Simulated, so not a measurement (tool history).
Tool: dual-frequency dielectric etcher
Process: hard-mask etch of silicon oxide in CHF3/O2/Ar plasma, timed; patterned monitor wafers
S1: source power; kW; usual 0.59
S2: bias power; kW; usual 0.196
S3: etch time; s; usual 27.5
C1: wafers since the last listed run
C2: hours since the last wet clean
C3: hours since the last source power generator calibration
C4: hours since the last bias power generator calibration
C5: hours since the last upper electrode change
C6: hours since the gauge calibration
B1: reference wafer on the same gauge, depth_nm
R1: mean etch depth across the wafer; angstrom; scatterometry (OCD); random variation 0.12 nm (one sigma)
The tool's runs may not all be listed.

run	hour	S1	S2	S3	C1	C2	C3	C4	C5	C6	B1	R1
1	0	0.59	0.196	27.5	0	380.4	805.1	2393.2	1695.8	826.5	49.6	592
2	94.4	0.59	0.196	27.5	858	474.8	899.5	2487.6	1790.2	920.9	49.6	592
3	155.1	0.59	0.196	27.5	552	535.5	960.2	2548.3	1850.9	981.6	49.6	594
# hour 252.4: wet clean of the chamber
4	261.1	0.59	0.196	27.5	746	8.7	1066.2	2654.3	1956.9	1087.6	49.6	592
5	315.6	0.59	0.217	24	495	63.2	1120.7	2708.8	2011.4	1142.1	49.6	537
6	415.8	0.59	0.217	24	911	163.4	1220.9	2809	2111.6	1242.3	49.6	538
7	490.6	0.59	0.196	27.5	680	238.2	1295.7	2883.8	2186.4	1317.1	49.6	595
8	573.5	0.59	0.196	27.5	754	321.1	1378.6	2966.7	2269.3	1400	49.6	596
9	677.2	0.59	0.196	27.5	943	424.8	1482.3	3070.4	2373	1503.7	49.6	600
10	764.1	0.59	0.196	27.5	790	511.7	1569.2	3157.3	2459.9	1590.6	49.6	597
# hour 781.8: source power generator calibrated
11	839.2	0.59	0.196	27.5	646	586.8	57.4	3232.4	2535	1665.7	49.6	591
# hour 857: bias power generator calibrated
# hour 879.8: wet clean of the chamber
12	913.2	0.45	0.173	35	429	33.4	131.4	56.2	2609	1739.7	49.6	623
# hour 933.5: gauge calibrated
13	985.9	0.46	0.179	25.5	661	106.1	204.1	128.9	2681.7	52.4	49.6	463
14	1084.9	0.46	0.171	27.5	900	205.1	303.1	227.9	2780.7	151.4	49.6	493
15	1135.7	0.55	0.243	21.5	462	255.9	353.9	278.7	2831.5	202.2	49.6	474
16	1205.9	0.59	0.196	27.5	638	326.1	424.1	348.9	2901.7	272.4	49.6	581
# hour 1295.6: upper electrode replaced
17	1312.3	0.47	0.196	27.5	749	432.5	530.5	455.3	16.7	378.8	49.6	524
18	1414	0.59	0.196	27.5	925	534.2	632.2	557	118.4	480.5	49.6	584
# hour 1501.5: wet clean of the chamber
19	1504.4	0.45	0.151	31	604	2.9	722.6	647.4	208.8	570.9	49.6	529
20	1554	0.59	0.196	27.5	451	52.5	772.2	697	258.4	620.5	49.6	583
21	1598.5	0.59	0.196	27.5	404	97	816.7	741.5	302.9	665	49.6	585
22	1649.3	0.59	0.229	31.5	462	147.8	867.5	792.3	353.7	715.8	49.6	708
23	1750.3	0.54	0.231	20.5	919	248.8	968.5	893.3	454.7	816.8	49.6	443

How the hidden state differs across the entries between the runs, from the last listed run before each to the first after it:
Between runs 3 and 4: wet clean of the chamber (hour 252.4)
  source power that arrives over what is set, %: 1.41 -> 1.55; bias power that arrives over what is set, %: 3.67 -> 3.97
  measured less the result without the state, R1: +12 -> +12 angstrom
Between runs 10 and 11: source power generator calibrated (hour 781.8)
  source power that arrives over what is set, %: 2.26 -> -0.0181; bias power that arrives over what is set, %: 5.56 -> 5.83
  measured less the result without the state, R1: +17 -> +11 angstrom
Between runs 11 and 12: bias power generator calibrated (hour 857); wet clean of the chamber (hour 879.8)
  source power that arrives over what is set, %: -0.0181 -> 0.0856; bias power that arrives over what is set, %: 5.83 -> -0.771
  measured less the result without the state, R1: +11 -> -1 angstrom
Between runs 12 and 13: gauge calibrated (hour 933.5)
  source power that arrives over what is set, %: 0.0856 -> 0.187; bias power that arrives over what is set, %: -0.771 -> -0.764
  measured less the result without the state, R1: -1 -> -1 angstrom
Between runs 16 and 17: upper electrode replaced (hour 1295.6)
  source power that arrives over what is set, %: 0.496 -> 0.645; bias power that arrives over what is set, %: -0.707 -> -0.66
  measured less the result without the state, R1: +0 -> +0 angstrom
Between runs 18 and 19: wet clean of the chamber (hour 1501.5)
  source power that arrives over what is set, %: 0.787 -> 0.914; bias power that arrives over what is set, %: -0.604 -> -0.544
  measured less the result without the state, R1: +1 -> +1 angstrom
